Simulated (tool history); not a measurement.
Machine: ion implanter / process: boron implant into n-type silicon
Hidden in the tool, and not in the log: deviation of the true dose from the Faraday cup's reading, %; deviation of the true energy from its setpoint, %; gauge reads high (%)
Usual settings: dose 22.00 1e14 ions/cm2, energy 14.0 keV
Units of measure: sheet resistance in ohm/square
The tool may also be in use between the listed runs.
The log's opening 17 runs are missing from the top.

run   hour   dose  energy  wafers since the last listed run  hours since the last dose calibration  hours since the extraction supply was calibrated  hours since the gauge calibration  read-back reference wafer on the same gauge, sheet resistance  sheet resistance
 18  433.2  18.38    14.0                               594                                 1698.6                                            5813.5                              749.3                                                          78.43             97.02
 19  458.3  22.00    14.0                               512                                 1723.7                                            5838.6                              774.4                                                          78.44             91.14
 20  493.2  28.56    14.0                               712                                 1758.6                                            5873.5                              809.3                                                          78.35             86.22
 21  511.2  27.39    11.0                               367                                 1776.6                                            5891.5                              827.3                                                          78.40             99.57
 22  534.6  17.62    15.5                               477                                 1800.0                                            5914.9                              850.7                                                          78.39             94.93
 23  569.0  22.00    14.0                               702                                 1834.4                                            5949.3                              885.1                                                          78.42             91.45
     573.1  -- gauge calibrated
 24  581.9  22.00    14.0                               263                                 1847.3                                            5962.2                                8.8                                                          78.38             91.44
 25  598.1  25.54    18.0                               330                                 1863.5                                            5978.4                               25.0                                                          78.48             78.53
 26  625.4  22.00    14.0                               557                                 1890.8                                            6005.7                               52.3                                                          78.43             91.33
     650.4  -- Faraday cup replaced and dose calibrated
 27  650.9  28.13    10.0                               357                                    0.5                                            6031.2                               77.8                                                          78.46            105.55
     665.2  -- extraction supply calibrated
 28  710.4  22.00    12.5                              1051                                   60.0                                              45.2                              137.3                                                          78.35             96.62
 29  746.0  26.92    18.5                               726                                   95.6                                              80.8                              172.9                                                          78.40             76.47
 30  764.0  28.13    10.0                               367                                  113.6                                              98.8                              190.9                                                          78.41            105.47
 31  777.9  23.44    11.0                               283                                  127.5                                             112.7                              204.8                                                          78.27            102.29
 32  790.9  22.00    18.5                               265                                  140.5                                             125.7                              217.8                                                          78.30             81.16
 33  826.6  27.47    19.0                               728                                  176.2                                             161.4                              253.5                                                          78.41             74.92
 34  852.2  22.00    15.5                               522                                  201.8                                             187.0                              279.1                                                          78.36             87.28

Predict each of these 5 candidate next runs independently; none follows another, all start after run 34:
  A  852.6  22.00    14.0                                 8                                  202.2                                             187.4                              279.5                                                              ?                 ?
  B  852.6  28.10    17.0                                 8                                  202.2                                             187.4                              279.5                                                              ?                 ?
  C  852.6  15.60     9.5                                 8                                  202.2                                             187.4                              279.5                                                              ?                 ?
  D  852.6  19.00    16.0                                 8                                  202.2                                             187.4                              279.5                                                              ?                 ?
  E  852.6  27.77    17.0                                 8                                  202.2                                             187.4                              279.5                                                              ?                 ?

run  read-back reference wafer on the same gauge, sheet resistance  sheet resistance
  A                                                          78.34             91.24
  B                                                          78.34             77.89
  C                                                          78.34            120.03
  D                                                          78.34             90.73
  E                                                          78.34             78.12
Without the tool's unlogged condition, the same runs would have read:
run  sheet resistance
  A             91.24
  B             77.89
  C            120.03
  D             90.73
  E             78.12

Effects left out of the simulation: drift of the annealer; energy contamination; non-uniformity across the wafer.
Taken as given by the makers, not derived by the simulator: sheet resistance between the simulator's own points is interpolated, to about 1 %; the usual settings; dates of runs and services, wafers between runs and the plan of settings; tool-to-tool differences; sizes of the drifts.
